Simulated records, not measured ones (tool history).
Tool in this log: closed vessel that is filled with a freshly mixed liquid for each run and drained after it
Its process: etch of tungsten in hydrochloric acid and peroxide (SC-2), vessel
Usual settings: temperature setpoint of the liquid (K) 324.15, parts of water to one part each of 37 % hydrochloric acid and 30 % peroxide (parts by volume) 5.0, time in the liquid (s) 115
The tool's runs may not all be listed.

run	day	temperature setpoint of the liquid (K)	parts of water to one part each of 37 % hydrochloric acid and 30 % peroxide (parts by volume)	time in the liquid (s)	wafers since the last listed run	hours since the thermometer was replaced	hours since the chemicals flow meter was replaced	hours since the drum of peroxide was connected	hours since the gauge calibration	read-back film thickness of the tungsten reference wafer, read on the same gauge (nm)	thickness taken off the tungsten on a monitor wafer (angstrom)
1	0.000	324.15	5.0	115	0	921.2	923.1	920.4	849.4	120.05	219.5
2	1.129	324.15	5.0	115	2138	948.3	950.2	947.5	876.5	119.99	221.2
3	3.608	324.15	5.0	115	4695	1007.8	1009.7	1007.0	936.0	119.99	220.2
4	4.992	324.15	5.0	115	2619	1041.0	1042.9	1040.2	969.2	120.03	217.2
5	5.958	316.65	6.5	115	1830	1064.2	1066.1	1063.4	992.4	119.97	109.2
6	6.812	316.65	6.5	115	1617	1084.7	1086.6	1083.9	1012.9	120.00	108.2
# day 7.496: gauge calibrated
7	7.846	316.65	6.5	115	1957	1109.5	1111.4	1108.7	8.4	120.02	108.5
# day 8.133: chemicals flow meter replaced
8	9.125	324.15	5.0	115	2343	1140.2	23.8	1139.4	39.1	120.00	219.9
9	9.829	324.15	5.0	115	1333	1157.1	40.7	1156.3	56.0	120.02	216.9
10	10.533	324.15	5.0	115	1333	1174.0	57.6	1173.2	72.9	119.98	217.6
11	11.250	324.15	7.0	115	1357	1191.2	74.8	1190.4	90.1	119.99	168.9
# day 11.688: thermometer replaced
12	13.012	314.65	4.0	95	3259	31.8	117.1	1232.7	132.4	119.96	108.8
13	14.021	324.15	6.5	135	1909	56.0	141.3	1256.9	156.6	120.02	209.3
# day 14.575: new drum of peroxide connected
14	15.521	324.15	4.0	180	2762	92.0	177.3	22.7	192.6	120.01	427.0
15	16.229	324.15	5.0	115	1341	109.0	194.3	39.7	209.6	120.00	234.0
16	16.875	328.15	5.0	115	1223	124.5	209.8	55.2	225.1	120.00	301.5
17	17.550	315.65	5.0	115	1278	140.7	226.0	71.4	241.3	119.97	130.8
18	18.967	324.15	5.0	160	2683	174.7	260.0	105.4	275.3	119.99	323.7
19	20.158	328.65	4.0	65	2256	203.3	288.6	134.0	303.9	120.03	206.7
20	21.321	324.15	5.5	115	2201	231.2	316.5	161.9	331.8	120.01	217.1
21	22.792	324.15	5.0	160	2785	266.5	351.8	197.2	367.1	120.02	322.6
22	23.933	315.15	6.5	60	2162	293.9	379.2	224.6	394.5	120.00	54.0
23	24.629	327.65	4.0	90	1317	310.6	395.9	241.3	411.2	120.03	265.5
24	25.438	333.65	4.0	115	1530	330.0	415.3	260.7	430.6	120.00	494.2
25	26.650	330.15	7.0	45	2296	359.1	444.4	289.8	459.7	119.98	103.7
26	27.829	327.65	4.0	75	2233	387.4	472.7	318.1	488.0	119.99	219.8
27	29.062	315.15	6.5	60	2335	417.0	502.3	347.7	517.6	119.97	53.4
28	30.467	324.15	5.0	85	2659	450.7	536.0	381.4	551.3	119.99	170.7
29	31.696	324.15	6.0	160	2327	480.2	565.5	410.9	580.8	119.97	276.9
30	32.788	317.65	5.0	115	2067	506.4	591.7	437.1	607.0	120.03	147.3
31	33.988	324.15	5.0	115	2272	535.2	620.5	465.9	635.8	120.00	226.8

3 ways to go on from here, each from the tool as it stands after run 31. What would each give?
A	34.017	324.15	5.0	115	55	535.9	621.2	466.6	636.5	?	?
B	34.017	324.15	7.5	165	55	535.9	621.2	466.6	636.5	?	?
C	34.017	319.65	4.0	115	55	535.9	621.2	466.6	636.5	?	?

run	read-back film thickness of the tungsten reference wafer, read on the same gauge (nm)	thickness taken off the tungsten on a monitor wafer (angstrom)
A	119.99	227.9
B	119.99	240.7
C	119.99	196.7
Without the tool's hidden state the same runs would have given:
run	thickness taken off the tungsten on a monitor wafer (angstrom)
A	233.8
B	247.2
C	201.6

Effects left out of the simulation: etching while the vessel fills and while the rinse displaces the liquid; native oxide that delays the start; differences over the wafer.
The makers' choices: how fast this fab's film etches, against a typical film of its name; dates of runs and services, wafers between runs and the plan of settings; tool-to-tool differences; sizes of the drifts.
